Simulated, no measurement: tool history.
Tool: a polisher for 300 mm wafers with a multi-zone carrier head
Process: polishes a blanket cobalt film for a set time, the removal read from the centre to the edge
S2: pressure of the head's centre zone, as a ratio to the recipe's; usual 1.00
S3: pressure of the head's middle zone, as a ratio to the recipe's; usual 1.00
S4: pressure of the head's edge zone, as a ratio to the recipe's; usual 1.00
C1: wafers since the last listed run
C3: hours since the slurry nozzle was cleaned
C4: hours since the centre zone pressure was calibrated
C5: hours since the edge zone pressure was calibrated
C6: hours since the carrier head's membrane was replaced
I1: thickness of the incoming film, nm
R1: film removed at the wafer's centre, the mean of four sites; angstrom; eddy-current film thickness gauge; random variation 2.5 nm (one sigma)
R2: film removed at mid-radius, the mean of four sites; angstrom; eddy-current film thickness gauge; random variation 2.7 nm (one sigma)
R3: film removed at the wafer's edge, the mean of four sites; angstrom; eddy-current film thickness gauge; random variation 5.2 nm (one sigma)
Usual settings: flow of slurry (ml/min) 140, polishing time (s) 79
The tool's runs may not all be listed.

Run 1, day 0.000: usual settings but S3 0.91; C1 0; wafers polished on this pad 163; C3 588.3; C4 465.8; C5 90.5; C6 1729.7; I1 1265.3. Result: R1 3265 angstrom, R2 2997 angstrom, R3 3293 angstrom.
Run 2, day 0.575: usual settings; C1 179; wafers polished on this pad 342; C3 602.1; C4 479.6; C5 104.3; C6 1743.5; I1 1272.7. Result: R1 3258 angstrom, R2 3315 angstrom, R3 3257 angstrom.
Run 3, day 0.925: usual settings but flow of slurry (ml/min) 120, S2 1.12, S3 1.07, S4 0.97; C1 109; wafers polished on this pad 451; C3 610.5; C4 488.0; C5 112.7; C6 1751.9; I1 1255.5. Result: R1 3518 angstrom, R2 3319 angstrom, R3 3228 angstrom.
Run 4, day 1.779: usual settings but flow of slurry (ml/min) 155, S3 0.96, polishing time (s) 94; C1 266; wafers polished on this pad 717; C3 631.0; C4 508.5; C5 133.2; C6 1772.4; I1 1267.0. Result: R1 3976 angstrom, R2 3823 angstrom, R3 4051 angstrom.
Run 5, day 2.142: usual settings but S2 1.04, S3 1.10, S4 0.95; C1 112; wafers polished on this pad 830; C3 639.7; C4 517.2; C5 141.9; C6 1781.1; I1 1234.8. Result: R1 3350 angstrom, R2 3505 angstrom, R3 3221 angstrom.
At day 2.596: slurry nozzle cleaned.
At day 3.150: centre zone pressure recalibrated.
At day 4.404: worn pad replaced by a new one.
Run 6, day 4.425: usual settings but S3 0.91, S4 0.89; C1 620; wafers polished on this pad 6; C3 43.9; C4 30.6; C5 196.7; C6 1835.9; I1 1261.0. Result: R1 3569 angstrom, R2 3297 angstrom, R3 3373 angstrom.
Run 7, day 4.708: usual settings but flow of slurry (ml/min) 125; C1 88; wafers polished on this pad 94; C3 50.7; C4 37.4; C5 203.5; C6 1842.7; I1 1273.9. Result: R1 3456 angstrom, R2 3467 angstrom, R3 3456 angstrom.
Run 8, day 5.392: usual settings but S2 0.89; C1 212; wafers polished on this pad 307; C3 67.1; C4 53.8; C5 219.9; C6 1859.1; I1 1260.4. Result: R1 3129 angstrom, R2 3476 angstrom, R3 3408 angstrom.
Run 9, day 6.054: usual settings but S2 0.93; C1 206; wafers polished on this pad 514; C3 83.0; C4 69.7; C5 235.8; C6 1875.0; I1 1269.2. Result: R1 3268 angstrom, R2 3463 angstrom, R3 3458 angstrom.
Run 10, day 6.438: usual settings but flow of slurry (ml/min) 105, S2 1.04, S3 0.94; C1 119; wafers polished on this pad 633; C3 92.2; C4 78.9; C5 245.0; C6 1884.2; I1 1244.2. Result: R1 3482 angstrom, R2 3157 angstrom, R3 3384 angstrom.
At day 6.700: carrier head's membrane replaced by a new one.
Run 11, day 6.758: usual settings but polishing time (s) 64; C1 35; wafers polished on this pad 668; C3 99.9; C4 86.6; C5 252.7; C6 1.4; I1 1247.5. Result: R1 2842 angstrom, R2 2819 angstrom, R3 2817 angstrom.
Run 12, day 7.267: usual settings but flow of slurry (ml/min) 105, S3 1.07, S4 1.07; C1 158; wafers polished on this pad 826; C3 112.1; C4 98.8; C5 264.9; C6 13.6; I1 1264.9. Result: R1 3293 angstrom, R2 3503 angstrom, R3 3416 angstrom.
Run 13, day 7.946: usual settings but flow of slurry (ml/min) 165, S2 0.91, S4 0.89, polishing time (s) 105; C1 211; wafers polished on this pad 1038; C3 128.4; C4 115.1; C5 281.2; C6 29.9; I1 1272.6. Result: R1 4309 angstrom, R2 4704 angstrom, R3 4561 angstrom.
At day 9.500: edge zone pressure recalibrated.
At day 10.067: worn pad replaced by a new one.
Run 14, day 10.088: usual settings but flow of slurry (ml/min) 190; C1 589; wafers polished on this pad 6; C3 179.8; C4 166.5; C5 14.1; C6 81.3; I1 1255.9. Result: R1 3602 angstrom, R2 3518 angstrom, R3 3571 angstrom.
Run 15, day 10.617: usual settings; C1 164; wafers polished on this pad 171; C3 192.5; C4 179.2; C5 26.8; C6 94.0; I1 1260.5. Result: R1 3457 angstrom, R2 3438 angstrom, R3 3432 angstrom.
Run 16, day 11.054: usual settings; C1 136; wafers polished on this pad 307; C3 203.0; C4 189.7; C5 37.3; C6 104.5; I1 1279.4. Result: R1 3427 angstrom, R2 3443 angstrom, R3 3494 angstrom.
Run 17, day 11.450: usual settings but S4 1.08; C1 123; wafers polished on this pad 431; C3 212.5; C4 199.2; C5 46.8; C6 114.0; I1 1269.4. Result: R1 3440 angstrom, R2 3404 angstrom, R3 3523 angstrom.
Run 18, day 13.662: usual settings but S3 1.03; C1 689; wafers polished on this pad 1120; C3 265.6; C4 252.3; C5 99.9; C6 167.1; I1 1271.6. Result: R1 3413 angstrom, R2 3457 angstrom, R3 3408 angstrom.
Run 19, day 13.950: usual settings but S4 0.91; C1 89; wafers polished on this pad 1209; C3 272.5; C4 259.2; C5 106.8; C6 174.0; I1 1268.4. Result: R1 3423 angstrom, R2 3368 angstrom, R3 3355 angstrom.

Run 20 comes next. What will it give?
Run 20, day 14.583: usual settings but flow of slurry (ml/min) 175, S2 0.89, S3 0.93, polishing time (s) 53; C1 197; wafers polished on this pad 1407; C3 287.7; C4 274.4; C5 122.0; C6 189.2; I1 1238.2. Result: R1 ?, R2 ?, R3 ?.

R1: 2147 angstrom
R2: 2190 angstrom
R3: 2374 angstrom
Without the tool's hidden state the same run would have given R1 2259 angstrom, R2 2291 angstrom, R3 2452 angstrom.

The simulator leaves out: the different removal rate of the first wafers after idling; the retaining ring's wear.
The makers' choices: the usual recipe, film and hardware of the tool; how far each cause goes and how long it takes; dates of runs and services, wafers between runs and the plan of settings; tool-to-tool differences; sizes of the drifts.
